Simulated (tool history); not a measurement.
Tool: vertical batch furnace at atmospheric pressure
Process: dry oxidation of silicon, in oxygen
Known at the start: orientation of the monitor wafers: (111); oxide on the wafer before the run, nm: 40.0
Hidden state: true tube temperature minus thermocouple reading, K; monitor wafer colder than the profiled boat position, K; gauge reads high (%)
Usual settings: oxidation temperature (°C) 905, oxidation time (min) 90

run   hour  oxidation temperature (°C)  oxidation time (min)  wafers since the last listed run  hours since the last temperature calibration  hours since the boat lift was adjusted  hours since the gauge calibration  read-back reference wafer on the same gauge, thickness  oxide thickness on the monitor wafer (nm)
  1      0                         921                    90                                 0                                          3382                                  4496.5                              368.2                                                    74.6                                      74.22
  2    9.6                         911                    90                                94                                        3391.6                                  4506.1                              377.8                                                   74.64                                      70.22
  3   26.3                         911                    90                               164                                        3408.3                                  4522.8                              394.5                                                   74.62                                      70.21
  4   43.8                         911                    90                               172                                        3425.8                                  4540.3                                412                                                   74.59                                       70.6
  5   52.4                         905                 108.5                                84                                        3434.4                                  4548.9                              420.6                                                   74.59                                      73.33
  6   75.6                         905                 108.5                               228                                        3457.6                                  4572.1                              443.8                                                   74.58                                      73.33
  7   95.6                         905                    90                               196                                        3477.6                                  4592.1                              463.8                                                   74.61                                      68.25
  8  106.5                         905                    90                               107                                        3488.5                                    4603                              474.7                                                   74.61                                      68.29
  9  118.8                         905                    90                               120                                        3500.8                                  4615.3                                487                                                   74.63                                       68.4
 10  135.6                         918                    90                               165                                        3517.6                                  4632.1                              503.8                                                    74.6                                      73.16
 11  148.2                         918                    90                               123                                        3530.2                                  4644.7                              516.4                                                    74.6                                      73.06
 12  157.4                         905                    90                                90                                        3539.4                                  4653.9                              525.6                                                   74.58                                      68.27
     181.6  -- boat lift adjusted
 13  182.1                         905                    90                                 6                                        3564.1                                     0.5                              550.3                                                   74.57                                      68.22
     221.1  -- thermocouples replaced and temperature profile calibrated
 14  221.6                         905                    90                               152                                           0.5                                      40                              589.8                                                    74.6                                      66.75
 15  227.4                         905                    90                                57                                           6.3                                    45.8                              595.6                                                   74.61                                      66.85
 16  235.3                         905                    90                                77                                          14.2                                    53.7                              603.5                                                   74.59                                      66.68
 17  246.5                         905                    90                               110                                          25.4                                    64.9                              614.7                                                    74.6                                      66.62
 18  268.1                         896                   125                               212                                            47                                    86.5                              636.3                                                    74.6                                      71.92
 19  286.1                         913                 108.5                               177                                            65                                   104.5                              654.3                                                   74.62                                      74.69
     290.9  -- gauge calibrated
 20  301.9                         905                    90                               155                                          80.8                                   120.3                                 11                                                   74.57                                      66.99
 21  319.6                         886                   114                               174                                          98.5                                     138                               28.7                                                    74.6                                      66.04
 22  333.2                         895                    74                               133                                         112.1                                   151.6                               42.3                                                   74.56                                       60.1
 23  342.7                         923                  52.5                                93                                         121.6                                   161.1                               51.8                                                   74.62                                      60.97
 24    361                         905                    90                               179                                         139.9                                   179.4                               70.1                                                   74.61                                      66.96
 25  401.5                         881                    54                               398                                         180.4                                   219.9                              110.6                                                   74.59                                      52.83
 26  423.4                         896                 111.5                               215                                         202.3                                   241.8                              132.5                                                   74.62                                      69.08
 27  436.6                         923                    90                               129                                         215.5                                     255                              145.7                                                   74.58                                      73.65
 28  459.7                         888                 107.5                               227                                         238.6                                   278.1                              168.8                                                   74.59                                      65.59
 29  473.5                         923                 116.5                               135                                         252.4                                   291.9                              182.6                                                   74.59                                      81.95
 30  485.8                         895                    74                               120                                         264.7                                   304.2                              194.9                                                   74.62                                      60.31
 31  499.1                         905                    90                               130                                           278                                   317.5                              208.2                                                   74.55                                      67.27
 32  514.8                         883                  52.5                               154                                         293.7                                   333.2                              223.9                                                   74.59                                      52.87
 33  535.3                         928                 134.5                               201                                         314.2                                   353.7                              244.4                                                   74.61                                      89.95
 34  544.1                         905                   130                                86                                           323                                   362.5                              253.2                                                   74.61                                      77.18
 35  558.9                         890                    76                               145                                         337.8                                   377.3                                268                                                   74.62                                      59.47
 36  577.3                         892                    49                               180                                         356.2                                   395.7                              286.4                                                   74.57                                      53.76
 37  600.1                         905                  60.5                               224                                           379                                   418.5                              309.2                                                   74.61                                      59.39
 38  620.1                         897                    90                               196                                           399                                   438.5                              329.2                                                   74.59                                      64.73

Hidden state at the last listed run before each entry between runs and at the first one after, where it differs:
Between runs 12 and 13: boat lift adjusted (hour 181.6)
  true tube temperature minus thermocouple reading, K: 5.17 -> 5.18
  measured less the result without the state, oxide thickness on the monitor wafer (nm): +1.77 -> +1.77
Between runs 13 and 14: thermocouples replaced and temperature profile calibrated (hour 221.1)
  true tube temperature minus thermocouple reading, K: 5.18 -> 0.709
  measured less the result without the state, oxide thickness on the monitor wafer (nm): +1.77 -> +0.24
Between runs 19 and 20: gauge calibrated (hour 290.9)
  true tube temperature minus thermocouple reading, K: 1.02 -> 1.09
  measured less the result without the state, oxide thickness on the monitor wafer (nm): +0.43 -> +0.36
